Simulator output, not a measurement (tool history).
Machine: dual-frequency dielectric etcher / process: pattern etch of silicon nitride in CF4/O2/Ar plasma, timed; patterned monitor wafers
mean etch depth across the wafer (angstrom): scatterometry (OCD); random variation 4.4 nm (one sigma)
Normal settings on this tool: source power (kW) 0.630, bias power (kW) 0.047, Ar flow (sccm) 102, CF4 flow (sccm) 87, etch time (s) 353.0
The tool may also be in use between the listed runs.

| run | hour | source power (kW) | bias power (kW) | Ar flow (sccm) | CF4 flow (sccm) | etch time (s) | wafers since the last listed run | hours since the last wet clean | hours since the last source power generator calibration | hours since the last bias power generator calibration | hours since the last Ar flow controller change | hours since the last CF4 flow controller change | hours since the last upper electrode change | hours since the gauge calibration | read-back reference wafer on the same gauge, depth_nm | mean etch depth across the wafer (angstrom) |
|---|---|---|---|---|---|---|---|---|---|---|---|---|---|---|---|---|
| 1 | 0.0 | 0.630 | 0.047 | 102 | 72 | 353.0 | 0 | 349.0 | 1247.3 | 3130.2 | 181.3 | 1251.1 | 2094.6 | 4003.1 | 892.3 | 7943 |
|  | 22.1 | gauge calibrated |
| 2 | 72.7 | 0.630 | 0.047 | 102 | 104 | 353.0 | 221 | 421.7 | 1320.0 | 3202.9 | 254.0 | 1323.8 | 2167.3 | 50.6 | 892.8 | 8289 |
| 3 | 142.9 | 0.630 | 0.055 | 124 | 87 | 353.0 | 214 | 491.9 | 1390.2 | 3273.1 | 324.2 | 1394.0 | 2237.5 | 120.8 | 894.1 | 8691 |
|  | 176.9 | bias power generator calibrated |
| 4 | 218.2 | 0.630 | 0.047 | 102 | 70 | 353.0 | 217 | 567.2 | 1465.5 | 41.3 | 399.5 | 1469.3 | 2312.8 | 196.1 | 894.2 | 7887 |
|  | 260.0 | wet clean of the chamber |
| 5 | 315.8 | 0.550 | 0.047 | 102 | 87 | 353.0 | 224 | 55.8 | 1563.1 | 138.9 | 497.1 | 1566.9 | 2410.4 | 293.7 | 893.2 | 7686 |
|  | 595.8 | upper electrode replaced |
| 6 | 609.2 | 0.630 | 0.058 | 102 | 73 | 353.0 | 822 | 349.2 | 1856.5 | 432.3 | 790.5 | 1860.3 | 13.4 | 587.1 | 892.2 | 8930 |
|  | 668.9 | CF4 flow controller replaced |
| 7 | 669.4 | 0.630 | 0.055 | 102 | 87 | 455.0 | 165 | 409.4 | 1916.7 | 492.5 | 850.7 | 0.5 | 73.6 | 647.3 | 891.5 | 11449 |
| 8 | 709.3 | 0.560 | 0.047 | 102 | 99 | 353.0 | 121 | 449.3 | 1956.6 | 532.4 | 890.6 | 40.4 | 113.5 | 687.2 | 893.0 | 7899 |
| 9 | 754.4 | 0.690 | 0.053 | 122 | 87 | 353.0 | 137 | 494.4 | 2001.7 | 577.5 | 935.7 | 85.5 | 158.6 | 732.3 | 893.6 | 8828 |
| 10 | 803.8 | 0.630 | 0.047 | 102 | 93 | 275.5 | 150 | 543.8 | 2051.1 | 626.9 | 985.1 | 134.9 | 208.0 | 781.7 | 892.0 | 6378 |
| 11 | 911.1 | 0.760 | 0.058 | 102 | 81 | 353.0 | 327 | 651.1 | 2158.4 | 734.2 | 1092.4 | 242.2 | 315.3 | 889.0 | 893.0 | 9885 |
|  | 931.7 | source power generator calibrated |
|  | 949.3 | wet clean of the chamber |
| 12 | 978.1 | 0.740 | 0.047 | 102 | 87 | 252.0 | 138 | 28.8 | 46.4 | 801.2 | 1159.4 | 309.2 | 382.3 | 956.0 | 892.9 | 6139 |
| 13 | 1017.6 | 0.750 | 0.047 | 102 | 96 | 353.0 | 120 | 68.3 | 85.9 | 840.7 | 1198.9 | 348.7 | 421.8 | 995.5 | 891.5 | 8771 |
| 14 | 1122.2 | 0.630 | 0.047 | 102 | 70 | 353.0 | 319 | 172.9 | 190.5 | 945.3 | 1303.5 | 453.3 | 526.4 | 1100.1 | 892.9 | 7789 |
| 15 | 1223.3 | 0.630 | 0.057 | 102 | 81 | 302.0 | 308 | 274.0 | 291.6 | 1046.4 | 1404.6 | 554.4 | 627.5 | 1201.2 | 893.2 | 7519 |
|  | 1290.9 | Ar flow controller replaced |
| 16 | 1291.4 | 0.630 | 0.044 | 86 | 87 | 435.5 | 189 | 342.1 | 359.7 | 1114.5 | 0.5 | 622.5 | 695.6 | 1269.3 | 892.5 | 9711 |
| 17 | 1340.7 | 0.720 | 0.043 | 88 | 87 | 353.0 | 150 | 391.4 | 409.0 | 1163.8 | 49.8 | 671.8 | 744.9 | 1318.6 | 894.0 | 8251 |
| 18 | 1442.2 | 0.630 | 0.047 | 102 | 87 | 353.0 | 309 | 492.9 | 510.5 | 1265.3 | 151.3 | 773.3 | 846.4 | 1420.1 | 892.1 | 8121 |
| 19 | 1546.9 | 0.630 | 0.040 | 102 | 87 | 353.0 | 319 | 597.6 | 615.2 | 1370.0 | 256.0 | 878.0 | 951.1 | 1524.8 | 893.4 | 7327 |
|  | 1609.2 | wet clean of the chamber |
| 20 | 1609.7 | 0.630 | 0.047 | 102 | 68 | 353.0 | 118 | 0.5 | 678.0 | 1432.8 | 318.8 | 940.8 | 1013.9 | 1587.6 | 892.5 | 7725 |
| 21 | 1666.1 | 0.630 | 0.047 | 102 | 87 | 353.0 | 172 | 56.9 | 734.4 | 1489.2 | 375.2 | 997.2 | 1070.3 | 1644.0 | 892.4 | 8093 |
| 22 | 1744.5 | 0.630 | 0.047 | 86 | 100 | 279.5 | 239 | 135.3 | 812.8 | 1567.6 | 453.6 | 1075.6 | 1148.7 | 1722.4 | 893.6 | 6543 |

3 ways to go on from here, each from the tool as it stands after run 22. What would each give?
| A | 1745.0 | 0.630 | 0.047 | 102 | 87 | 353.0 | 1 | 135.8 | 813.3 | 1568.1 | 454.1 | 1076.1 | 1149.2 | 1722.9 | ? | ? |
| B | 1745.0 | 0.730 | 0.047 | 114 | 72 | 448.5 | 1 | 135.8 | 813.3 | 1568.1 | 454.1 | 1076.1 | 1149.2 | 1722.9 | ? | ? |
| C | 1745.0 | 0.630 | 0.047 | 95 | 87 | 402.0 | 1 | 135.8 | 813.3 | 1568.1 | 454.1 | 1076.1 | 1149.2 | 1722.9 | ? | ? |

| run | read-back reference wafer on the same gauge, depth_nm | mean etch depth across the wafer (angstrom) |
|---|---|---|
| A | 894.0 | 8012 |
| B | 894.0 | 10446 |
| C | 894.0 | 9190 |
What these runs would have given with no unlogged condition in the tool:
| run | mean etch depth across the wafer (angstrom) |
|---|---|
| A | 7870 |
| B | 10262 |
| C | 9026 |
